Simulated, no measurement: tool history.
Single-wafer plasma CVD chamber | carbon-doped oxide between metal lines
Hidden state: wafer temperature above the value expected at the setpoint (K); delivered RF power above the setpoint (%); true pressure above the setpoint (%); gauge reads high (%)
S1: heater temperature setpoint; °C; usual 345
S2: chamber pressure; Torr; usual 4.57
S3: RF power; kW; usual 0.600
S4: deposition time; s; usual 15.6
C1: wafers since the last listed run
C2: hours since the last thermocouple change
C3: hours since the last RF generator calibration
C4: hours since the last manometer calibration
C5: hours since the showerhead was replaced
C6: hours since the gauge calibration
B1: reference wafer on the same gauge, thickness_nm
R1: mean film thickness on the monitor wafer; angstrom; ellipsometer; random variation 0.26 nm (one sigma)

run 1 day=0.000 | S1=345 S2=4.57 S3=0.600 S4=15.6 | C1=0 C2=1999.7 C3=696.9 C4=1620.2 C5=3040.3 C6=219.4 | B1=105.352 | R1=885.84
run 2 day=2.050 | S1=345 S2=4.57 S3=0.600 S4=15.6 | C1=2115 C2=2048.9 C3=746.1 C4=1669.4 C5=3089.5 C6=268.6 | B1=105.553 | R1=878.94
run 3 day=4.612 | S1=345 S2=4.57 S3=0.600 S4=15.6 | C1=2644 C2=2110.4 C3=807.6 C4=1730.9 C5=3151.0 C6=330.1 | B1=105.735 | R1=883.60
run 4 day=7.071 | S1=345 S2=4.57 S3=0.565 S4=15.6 | C1=2536 C2=2169.4 C3=866.6 C4=1789.9 C5=3210.0 C6=389.1 | B1=106.034 | R1=849.72
run 5 day=9.104 | S1=334 S2=4.57 S3=0.555 S4=15.6 | C1=2098 C2=2218.2 C3=915.4 C4=1838.7 C5=3258.8 C6=437.9 | B1=106.244 | R1=865.85
run 6 day=11.871 | S1=334 S2=4.57 S3=0.555 S4=15.6 | C1=2854 C2=2284.6 C3=981.8 C4=1905.1 C5=3325.2 C6=504.3 | B1=106.652 | R1=868.17
run 7 day=14.154 | S1=334 S2=4.57 S3=0.555 S4=15.6 | C1=2356 C2=2339.4 C3=1036.6 C4=1959.9 C5=3380.0 C6=559.1 | B1=107.132 | R1=875.23
run 8 day=15.525 | S1=345 S2=4.57 S3=0.600 S4=15.6 | C1=1414 C2=2372.3 C3=1069.5 C4=1992.8 C5=3412.9 C6=592.0 | B1=107.377 | R1=895.12
-- day=16.767 showerhead replaced
run 9 day=17.621 | S1=345 S2=4.57 S3=0.600 S4=15.6 | C1=1818 C2=2422.6 C3=1119.8 C4=2043.1 C5=20.5 C6=642.3 | B1=107.736 | R1=905.07
-- day=18.383 gauge calibrated
run 10 day=20.050 | S1=338 S2=4.21 S3=0.600 S4=15.6 | C1=2506 C2=2480.9 C3=1178.1 C4=2101.4 C5=78.8 C6=40.0 | B1=105.219 | R1=886.66
run 11 day=21.725 | S1=345 S2=4.57 S3=0.535 S4=14.8 | C1=1728 C2=2521.1 C3=1218.3 C4=2141.6 C5=119.0 C6=80.2 | B1=105.387 | R1=766.47
-- day=22.092 thermocouple changed; heater temperature recalibrated
run 12 day=23.462 | S1=337 S2=4.57 S3=0.705 S4=17.8 | C1=1448 C2=32.9 C3=1260.0 C4=2183.3 C5=160.7 C6=121.9 | B1=105.236 | R1=1146.93
run 13 day=25.971 | S1=345 S2=4.57 S3=0.535 S4=14.8 | C1=2588 C2=93.1 C3=1320.2 C4=2243.5 C5=220.9 C6=182.1 | B1=105.557 | R1=766.60
run 14 day=28.633 | S1=345 S2=4.57 S3=0.550 S4=18.0 | C1=2747 C2=157.0 C3=1384.1 C4=2307.4 C5=284.8 C6=246.0 | B1=105.621 | R1=957.84
run 15 day=30.496 | S1=340 S2=4.08 S3=0.525 S4=15.6 | C1=1921 C2=201.7 C3=1428.8 C4=2352.1 C5=329.5 C6=290.7 | B1=105.798 | R1=797.65
-- day=33.504 capacitance manometer re-zeroed and calibrated
-- day=34.454 RF generator calibrated
run 16 day=35.888 | S1=345 S2=4.57 S3=0.550 S4=15.6 | C1=4875 C2=331.1 C3=34.4 C4=57.2 C5=458.9 C6=420.1 | B1=106.495 | R1=837.05
run 17 day=38.404 | S1=345 S2=4.57 S3=0.600 S4=15.6 | C1=2597 C2=391.5 C3=94.8 C4=117.6 C5=519.3 C6=480.5 | B1=106.708 | R1=889.23

The next listed run, before its measurement:
run 18 day=39.721 | S1=345 S2=3.80 S3=0.695 S4=15.6 | C1=1358 C2=423.1 C3=126.4 C4=149.2 C5=550.9 C6=512.1 | B1=? | R1=?

Run 18 gave B1 107.055, R1 965.57 angstrom.
Without the tool's hidden state the same run would have given R1 946.24 angstrom.
